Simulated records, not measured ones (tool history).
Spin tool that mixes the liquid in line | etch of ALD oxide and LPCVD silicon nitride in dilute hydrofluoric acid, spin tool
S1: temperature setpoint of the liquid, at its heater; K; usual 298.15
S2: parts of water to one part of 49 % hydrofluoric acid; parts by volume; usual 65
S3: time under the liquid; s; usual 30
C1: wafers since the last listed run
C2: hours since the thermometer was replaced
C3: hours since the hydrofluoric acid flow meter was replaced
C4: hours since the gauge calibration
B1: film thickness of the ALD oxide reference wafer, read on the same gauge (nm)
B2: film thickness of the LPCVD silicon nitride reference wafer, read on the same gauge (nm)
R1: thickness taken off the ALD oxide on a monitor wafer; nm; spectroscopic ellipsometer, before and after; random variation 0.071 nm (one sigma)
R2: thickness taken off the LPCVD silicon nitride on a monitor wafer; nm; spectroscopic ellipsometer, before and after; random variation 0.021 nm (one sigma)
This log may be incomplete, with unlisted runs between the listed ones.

run 1 day=0.000 | S1=298.15 S2=65 S3=30 | C1=0 C2=846.4 C3=88.6 C4=464.1 | B1=69.95 B2=99.993 | R1=10.21 R2=0.228
-- day=0.308 thermometer replaced
run 2 day=2.946 | S1=298.15 S2=65 S3=30 | C1=728 C2=63.3 C3=159.3 C4=534.8 | B1=70.03 B2=99.989 | R1=10.70 R2=0.207
run 3 day=10.738 | S1=298.15 S2=65 S3=30 | C1=1954 C2=250.3 C3=346.3 C4=721.8 | B1=69.99 B2=99.985 | R1=10.48 R2=0.231
-- day=10.804 gauge calibrated
run 4 day=12.921 | S1=298.15 S2=65 S3=30 | C1=547 C2=302.7 C3=398.7 C4=50.8 | B1=69.99 B2=99.980 | R1=10.52 R2=0.223
run 5 day=14.788 | S1=298.15 S2=65 S3=30 | C1=468 C2=347.5 C3=443.5 C4=95.6 | B1=69.97 B2=99.978 | R1=10.42 R2=0.209
run 6 day=16.096 | S1=298.15 S2=65 S3=30 | C1=328 C2=378.9 C3=474.9 C4=127.0 | B1=69.95 B2=100.013 | R1=10.54 R2=0.227
run 7 day=17.133 | S1=298.15 S2=65 S3=30 | C1=260 C2=403.8 C3=499.8 C4=151.9 | B1=69.98 B2=100.016 | R1=10.47 R2=0.200
run 8 day=19.171 | S1=298.15 S2=65 S3=30 | C1=511 C2=452.7 C3=548.7 C4=200.8 | B1=70.01 B2=99.957 | R1=10.57 R2=0.210
run 9 day=20.408 | S1=298.15 S2=65 S3=30 | C1=310 C2=482.4 C3=578.4 C4=230.5 | B1=70.02 B2=100.010 | R1=10.31 R2=0.228
run 10 day=23.233 | S1=298.15 S2=80 S3=30 | C1=708 C2=550.2 C3=646.2 C4=298.3 | B1=69.98 B2=99.994 | R1=8.26 R2=0.161
run 11 day=24.246 | S1=298.15 S2=80 S3=30 | C1=253 C2=574.5 C3=670.5 C4=322.6 | B1=69.99 B2=100.004 | R1=8.21 R2=0.145
run 12 day=25.421 | S1=298.15 S2=80 S3=30 | C1=294 C2=602.7 C3=698.7 C4=350.8 | B1=69.97 B2=100.014 | R1=8.22 R2=0.173
run 13 day=28.392 | S1=298.15 S2=65 S3=30 | C1=745 C2=674.0 C3=770.0 C4=422.1 | B1=70.04 B2=100.008 | R1=10.38 R2=0.195
run 14 day=29.425 | S1=298.15 S2=65 S3=30 | C1=259 C2=698.8 C3=794.8 C4=446.9 | B1=69.95 B2=100.024 | R1=10.29 R2=0.222
run 15 day=31.242 | S1=299.65 S2=65 S3=15 | C1=455 C2=742.4 C3=838.4 C4=490.5 | B1=70.01 B2=99.967 | R1=5.49 R2=0.121
run 16 day=33.971 | S1=301.15 S2=50 S3=45 | C1=684 C2=807.9 C3=903.9 C4=556.0 | B1=70.01 B2=99.995 | R1=22.88 R2=0.506
run 17 day=36.162 | S1=296.15 S2=45 S3=40 | C1=549 C2=860.5 C3=956.5 C4=608.6 | B1=70.05 B2=99.968 | R1=18.55 R2=0.320
-- day=37.229 hydrofluoric acid flow meter replaced
run 18 day=38.667 | S1=302.65 S2=90 S3=40 | C1=617 C2=920.6 C3=34.5 C4=668.7 | B1=69.98 B2=99.980 | R1=11.45 R2=0.284
run 19 day=40.650 | S1=298.15 S2=65 S3=30 | C1=497 C2=968.2 C3=82.1 C4=716.3 | B1=69.98 B2=100.006 | R1=10.12 R2=0.202
-- day=40.662 gauge calibrated
-- day=41.004 thermometer replaced
run 20 day=41.658 | S1=298.15 S2=65 S3=30 | C1=242 C2=15.7 C3=106.3 C4=23.9 | B1=69.94 B2=99.992 | R1=10.61 R2=0.211
run 21 day=44.083 | S1=296.15 S2=90 S3=20 | C1=608 C2=73.9 C3=164.5 C4=82.1 | B1=69.97 B2=99.969 | R1=4.55 R2=0.109
run 22 day=46.971 | S1=294.65 S2=50 S3=50 | C1=724 C2=143.2 C3=233.8 C4=151.4 | B1=69.99 B2=99.983 | R1=20.15 R2=0.384
run 23 day=48.471 | S1=296.15 S2=40 S3=15 | C1=376 C2=179.2 C3=269.8 C4=187.4 | B1=70.01 B2=100.014 | R1=8.19 R2=0.132
run 24 day=51.212 | S1=295.65 S2=45 S3=15 | C1=687 C2=245.0 C3=335.6 C4=253.2 | B1=70.01 B2=100.050 | R1=7.10 R2=0.122
run 25 day=52.500 | S1=298.15 S2=65 S3=30 | C1=322 C2=275.9 C3=366.5 C4=284.1 | B1=70.01 B2=99.974 | R1=10.61 R2=0.214

Each run again, without the hidden state but with its own random variation kept:
The tool's hidden condition here consists of: liquid colder than its thermometer reads (K); hydrofluoric acid flow below the setpoint (%); gauge reads high (%).
run=1 R1=10.62 R2=0.243
run=2 R1=10.75 R2=0.209
run=3 R1=10.61 R2=0.235
run=4 R1=10.68 R2=0.228
run=5 R1=10.60 R2=0.215
run=6 R1=10.73 R2=0.234
run=7 R1=10.67 R2=0.206
run=8 R1=10.79 R2=0.217
run=9 R1=10.55 R2=0.237
run=10 R1=8.47 R2=0.168
run=11 R1=8.42 R2=0.151
run=12 R1=8.45 R2=0.181
run=13 R1=10.70 R2=0.205
run=14 R1=10.62 R2=0.234
run=15 R1=5.67 R2=0.128
run=16 R1=23.72 R2=0.537
run=17 R1=19.30 R2=0.342
run=18 R1=11.90 R2=0.303
run=19 R1=10.56 R2=0.217
run=20 R1=10.64 R2=0.212
run=21 R1=4.57 R2=0.110
run=22 R1=20.32 R2=0.389
run=23 R1=8.27 R2=0.134
run=24 R1=7.19 R2=0.125
run=25 R1=10.76 R2=0.219
